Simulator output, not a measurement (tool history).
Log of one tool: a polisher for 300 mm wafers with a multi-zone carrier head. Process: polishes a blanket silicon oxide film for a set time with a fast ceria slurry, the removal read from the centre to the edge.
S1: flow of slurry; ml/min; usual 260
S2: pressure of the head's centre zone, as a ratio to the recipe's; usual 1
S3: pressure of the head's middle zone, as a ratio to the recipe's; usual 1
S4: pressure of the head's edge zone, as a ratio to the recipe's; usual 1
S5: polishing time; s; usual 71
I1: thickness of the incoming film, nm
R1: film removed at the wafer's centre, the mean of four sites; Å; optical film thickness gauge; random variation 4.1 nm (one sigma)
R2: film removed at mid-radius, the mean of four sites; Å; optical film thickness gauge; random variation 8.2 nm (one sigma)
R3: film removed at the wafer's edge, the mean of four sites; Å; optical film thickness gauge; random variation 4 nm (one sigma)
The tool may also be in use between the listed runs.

{"run": 1, "hour": 0.0, "S1": 205, "S2": 1.05, "S3": 1, "S4": 1, "S5": 71, "I1": 2578.9, "R1": 4841, "R2": 4840, "R3": 4967}
{"run": 2, "hour": 12.6, "S1": 260, "S2": 1, "S3": 1, "S4": 1, "S5": 53, "I1": 2549.1, "R1": 3663, "R2": 3824, "R3": 3798}
{"hour": 20.0, "done": "worn pad replaced by a new one"}
{"run": 3, "hour": 57.4, "S1": 260, "S2": 1, "S3": 1, "S4": 1, "S5": 53, "I1": 2545.4, "R1": 3822, "R2": 3946, "R3": 3926}
{"run": 4, "hour": 64.5, "S1": 260, "S2": 1, "S3": 1, "S4": 1, "S5": 53, "I1": 2610.3, "R1": 3757, "R2": 3969, "R3": 3932}
{"run": 5, "hour": 72.1, "S1": 260, "S2": 0.93, "S3": 1, "S4": 1, "S5": 71, "I1": 2548.6, "R1": 4641, "R2": 5222, "R3": 5262}
{"run": 6, "hour": 81.7, "S1": 260, "S2": 1, "S3": 1, "S4": 1, "S5": 71, "I1": 2586.2, "R1": 4935, "R2": 5130, "R3": 5181}
{"run": 7, "hour": 91.0, "S1": 260, "S2": 1, "S3": 1, "S4": 1, "S5": 71, "I1": 2607.7, "R1": 4929, "R2": 5135, "R3": 5231}
{"hour": 106.5, "done": "centre zone pressure recalibrated"}
{"hour": 109.4, "done": "worn pad replaced by a new one"}
{"run": 8, "hour": 109.9, "S1": 260, "S2": 1, "S3": 1, "S4": 1, "S5": 71, "I1": 2532.6, "R1": 5068, "R2": 5309, "R3": 5365}
{"run": 9, "hour": 120.5, "S1": 260, "S2": 1, "S3": 1, "S4": 1, "S5": 71, "I1": 2560.5, "R1": 5090, "R2": 5104, "R3": 5275}
{"run": 10, "hour": 132.5, "S1": 260, "S2": 1, "S3": 1, "S4": 1, "S5": 71, "I1": 2577, "R1": 4973, "R2": 5219, "R3": 5258}
{"hour": 139.6, "done": "slurry nozzle cleaned"}
{"run": 11, "hour": 149.6, "S1": 260, "S2": 1, "S3": 1, "S4": 1, "S5": 71, "I1": 2597.2, "R1": 5609, "R2": 5829, "R3": 5563}
{"run": 12, "hour": 163.7, "S1": 260, "S2": 0.92, "S3": 1, "S4": 1, "S5": 71, "I1": 2569.3, "R1": 5084, "R2": 5771, "R3": 5504}
{"hour": 172.9, "done": "edge zone pressure recalibrated"}
{"hour": 179.2, "done": "carrier head's membrane replaced by a new one"}
{"run": 13, "hour": 179.7, "S1": 260, "S2": 1, "S3": 1, "S4": 1, "S5": 59, "I1": 2541, "R1": 4538, "R2": 4645, "R3": 4563}
{"hour": 189.2, "done": "worn pad replaced by a new one"}
{"run": 14, "hour": 191.8, "S1": 260, "S2": 1, "S3": 1, "S4": 1, "S5": 71, "I1": 2582.1, "R1": 5738, "R2": 5863, "R3": 5741}
{"run": 15, "hour": 199.8, "S1": 260, "S2": 1, "S3": 0.94, "S4": 1, "S5": 71, "I1": 2592, "R1": 5655, "R2": 5535, "R3": 5678}
{"run": 16, "hour": 207.8, "S1": 260, "S2": 0.9, "S3": 0.94, "S4": 1.09, "S5": 71, "I1": 2562.9, "R1": 5008, "R2": 5567, "R3": 5915}
{"run": 17, "hour": 223.4, "S1": 260, "S2": 1.05, "S3": 1.07, "S4": 1, "S5": 71, "I1": 2581.2, "R1": 5806, "R2": 6065, "R3": 5579}
{"run": 18, "hour": 240.4, "S1": 260, "S2": 1.12, "S3": 0.89, "S4": 1.05, "S5": 71, "I1": 2524.2, "R1": 6151, "R2": 5136, "R3": 5667}
{"run": 19, "hour": 249.6, "S1": 260, "S2": 1, "S3": 1.11, "S4": 1, "S5": 71, "I1": 2583.7, "R1": 5489, "R2": 6242, "R3": 5490}

3 ways to go on from here, each from the tool as it stands after run 19. What would each give?
{"run": "A", "hour": 250.0, "S1": 260, "S2": 1, "S3": 1, "S4": 1, "S5": 71, "I1": 2610.2, "R1": "?", "R2": "?", "R3": "?"}
{"run": "B", "hour": 250.0, "S1": 285, "S2": 1.07, "S3": 1.1, "S4": 1, "S5": 71, "I1": 2610.2, "R1": "?", "R2": "?", "R3": "?"}
{"run": "C", "hour": 250.0, "S1": 335, "S2": 1, "S3": 0.93, "S4": 1.07, "S5": 71, "I1": 2610.2, "R1": "?", "R2": "?", "R3": "?"}

run=A R1=5440 R2=5444 R3=5497
run=B R1=5913 R2=5980 R3=5544
run=C R1=5641 R2=5295 R3=5818
Without the tool's hidden state the same runs would have given:
run=A R1=5829 R2=5817 R3=5835
run=B R1=6319 R2=6374 R3=5875
run=C R1=6002 R2=5623 R3=6149
